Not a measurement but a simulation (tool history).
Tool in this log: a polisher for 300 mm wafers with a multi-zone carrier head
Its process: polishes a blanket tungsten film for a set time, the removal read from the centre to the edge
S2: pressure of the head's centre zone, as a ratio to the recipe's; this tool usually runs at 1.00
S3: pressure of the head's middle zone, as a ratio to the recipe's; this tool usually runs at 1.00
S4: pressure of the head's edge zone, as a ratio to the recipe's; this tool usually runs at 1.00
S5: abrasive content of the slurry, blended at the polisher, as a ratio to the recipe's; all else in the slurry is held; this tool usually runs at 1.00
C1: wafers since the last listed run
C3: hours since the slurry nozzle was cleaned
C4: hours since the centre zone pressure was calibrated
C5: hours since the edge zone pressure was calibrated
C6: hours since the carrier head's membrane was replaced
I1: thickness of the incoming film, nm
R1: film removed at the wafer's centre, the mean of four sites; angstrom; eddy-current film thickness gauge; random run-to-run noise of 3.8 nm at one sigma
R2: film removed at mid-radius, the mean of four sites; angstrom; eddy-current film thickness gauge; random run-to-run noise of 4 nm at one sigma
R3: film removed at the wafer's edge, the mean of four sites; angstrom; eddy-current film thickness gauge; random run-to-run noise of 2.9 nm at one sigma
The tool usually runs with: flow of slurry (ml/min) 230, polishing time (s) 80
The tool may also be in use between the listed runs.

Run 1, day 0.000: usual settings but S5 1.20; C1 0; wafers polished on this pad 729; C3 255.2; C4 850.4; C5 313.8; C6 378.8; I1 1426.7. Result: R1 4088 angstrom, R2 3899 angstrom, R3 3890 angstrom.
Run 2, day 0.833: usual settings but S5 1.20; C1 225; wafers polished on this pad 954; C3 275.2; C4 870.4; C5 333.8; C6 398.8; I1 1449.2. Result: R1 4065 angstrom, R2 3957 angstrom, R3 3882 angstrom.
Run 3, day 2.079: usual settings; C1 337; wafers polished on this pad 1291; C3 305.1; C4 900.3; C5 363.7; C6 428.7; I1 1449.8. Result: R1 3954 angstrom, R2 3739 angstrom, R3 3690 angstrom.
At day 2.712: worn pad replaced by a new one.
Run 4, day 3.225: usual settings; C1 264; wafers polished on this pad 138; C3 332.6; C4 927.8; C5 391.2; C6 456.2; I1 1459.4. Result: R1 3900 angstrom, R2 3713 angstrom, R3 3721 angstrom.
Run 5, day 4.038: usual settings; C1 219; wafers polished on this pad 358; C3 352.1; C4 947.3; C5 410.7; C6 475.7; I1 1455.1. Result: R1 3929 angstrom, R2 3672 angstrom, R3 3719 angstrom.
Run 6, day 5.296: usual settings but S2 0.92; C1 340; wafers polished on this pad 699; C3 382.3; C4 977.5; C5 440.9; C6 505.9; I1 1442.2. Result: R1 3655 angstrom, R2 3653 angstrom, R3 3694 angstrom.
Run 7, day 5.979: usual settings; C1 184; wafers polished on this pad 884; C3 398.7; C4 993.9; C5 457.3; C6 522.3; I1 1440.2. Result: R1 3971 angstrom, R2 3733 angstrom, R3 3666 angstrom.
Run 8, day 6.975: usual settings; C1 269; wafers polished on this pad 1153; C3 422.6; C4 1017.8; C5 481.2; C6 546.2; I1 1450.7. Result: R1 3943 angstrom, R2 3718 angstrom, R3 3692 angstrom.
At day 7.929: worn pad replaced by a new one.
Run 9, day 8.025: usual settings; C1 239; wafers polished on this pad 25; C3 447.8; C4 1043.0; C5 506.4; C6 571.4; I1 1442.9. Result: R1 3945 angstrom, R2 3669 angstrom, R3 3669 angstrom.
Run 10, day 8.675: usual settings but flow of slurry (ml/min) 205; C1 175; wafers polished on this pad 201; C3 463.4; C4 1058.6; C5 522.0; C6 587.0; I1 1426.9. Result: R1 3874 angstrom, R2 3667 angstrom, R3 3662 angstrom.
Run 11, day 9.488: usual settings; C1 219; wafers polished on this pad 421; C3 482.9; C4 1078.1; C5 541.5; C6 606.5; I1 1434.8. Result: R1 3976 angstrom, R2 3720 angstrom, R3 3717 angstrom.
Run 12, day 10.667: usual settings but S2 0.90, S5 1.20; C1 319; wafers polished on this pad 740; C3 511.2; C4 1106.4; C5 569.8; C6 634.8; I1 1459.2. Result: R1 3778 angstrom, R2 3995 angstrom, R3 3851 angstrom.
Run 13, day 11.333: usual settings but flow of slurry (ml/min) 190, S5 1.30; C1 180; wafers polished on this pad 920; C3 527.2; C4 1122.4; C5 585.8; C6 650.8; I1 1433.4. Result: R1 4166 angstrom, R2 3904 angstrom, R3 3880 angstrom.
At day 11.638: slurry nozzle cleaned.
Run 14, day 11.962: usual settings but flow of slurry (ml/min) 160, S3 1.09; C1 158; wafers polished on this pad 1079; C3 7.8; C4 1137.5; C5 600.9; C6 665.9; I1 1452.5. Result: R1 3727 angstrom, R2 3768 angstrom, R3 3530 angstrom.
At day 12.508: carrier head's membrane replaced by a new one.
Run 15, day 12.596: usual settings but flow of slurry (ml/min) 200, S3 1.05, polishing time (s) 103; C1 114; wafers polished on this pad 1194; C3 23.0; C4 1152.7; C5 616.1; C6 2.1; I1 1465.1. Result: R1 5041 angstrom, R2 4822 angstrom, R3 4699 angstrom.
At day 13.012: centre zone pressure recalibrated.
Run 16, day 13.221: usual settings but S2 0.93, polishing time (s) 57; C1 146; wafers polished on this pad 1341; C3 38.0; C4 5.0; C5 631.1; C6 17.1; I1 1459.6. Result: R1 2415 angstrom, R2 2673 angstrom, R3 2663 angstrom.
At day 13.821: edge zone pressure recalibrated.
At day 13.829: worn pad replaced by a new one.
Run 17, day 13.850: usual settings but S5 1.15; C1 145; wafers polished on this pad 5; C3 53.1; C4 20.1; C5 0.7; C6 32.2; I1 1430.3. Result: R1 3863 angstrom, R2 3823 angstrom, R3 3844 angstrom.
Run 18, day 14.296: usual settings but flow of slurry (ml/min) 170; C1 120; wafers polished on this pad 126; C3 63.8; C4 30.8; C5 11.4; C6 42.9; I1 1431.8. Result: R1 3445 angstrom, R2 3467 angstrom, R3 3562 angstrom.
Run 19, day 15.071: usual settings but S3 0.94; C1 209; wafers polished on this pad 335; C3 82.4; C4 49.4; C5 30.0; C6 61.5; I1 1456.8. Result: R1 3684 angstrom, R2 3547 angstrom, R3 3726 angstrom.
Run 20, day 15.817: usual settings but flow of slurry (ml/min) 180, polishing time (s) 73; C1 201; wafers polished on this pad 537; C3 100.3; C4 67.3; C5 47.9; C6 79.4; I1 1444.1. Result: R1 3143 angstrom, R2 3277 angstrom, R3 3279 angstrom.
Run 21, day 16.688: usual settings but flow of slurry (ml/min) 285, S2 0.88, S3 0.92, S4 1.03; C1 235; wafers polished on this pad 773; C3 121.2; C4 88.2; C5 68.8; C6 100.3; I1 1443.2. Result: R1 3276 angstrom, R2 3528 angstrom, R3 3767 angstrom.
At day 18.604: worn pad replaced by a new one.
Run 22, day 19.008: usual settings; C1 582; wafers polished on this pad 108; C3 176.9; C4 143.9; C5 124.5; C6 156.0; I1 1451.4. Result: R1 3675 angstrom, R2 3710 angstrom, R3 3693 angstrom.

Branching from run 22: 3 alternative next runs. What would each branch give?
Run A, day 19.025: usual settings; C1 4; wafers polished on this pad 113; C3 177.3; C4 144.3; C5 124.9; C6 156.4; I1 1450.2. Result: R1 ?, R2 ?, R3 ?.
Run B, day 19.025: usual settings but S3 0.92; C1 4; wafers polished on this pad 113; C3 177.3; C4 144.3; C5 124.9; C6 156.4; I1 1450.2. Result: R1 ?, R2 ?, R3 ?.
Run C, day 19.025: usual settings but flow of slurry (ml/min) 270, S2 1.06, S4 1.12; C1 4; wafers polished on this pad 113; C3 177.3; C4 144.3; C5 124.9; C6 156.4; I1 1450.2. Result: R1 ?, R2 ?, R3 ?.

run    R1    R2    R3
  A  3654  3745  3654
  B  3652  3492  3658
  C  3964  3820  3926
With the hidden condition removed and each run's random variation left untouched, the same runs would have given:
run    R1    R2    R3
  A  3674  3744  3654
  B  3672  3492  3658
  C  3986  3820  3926
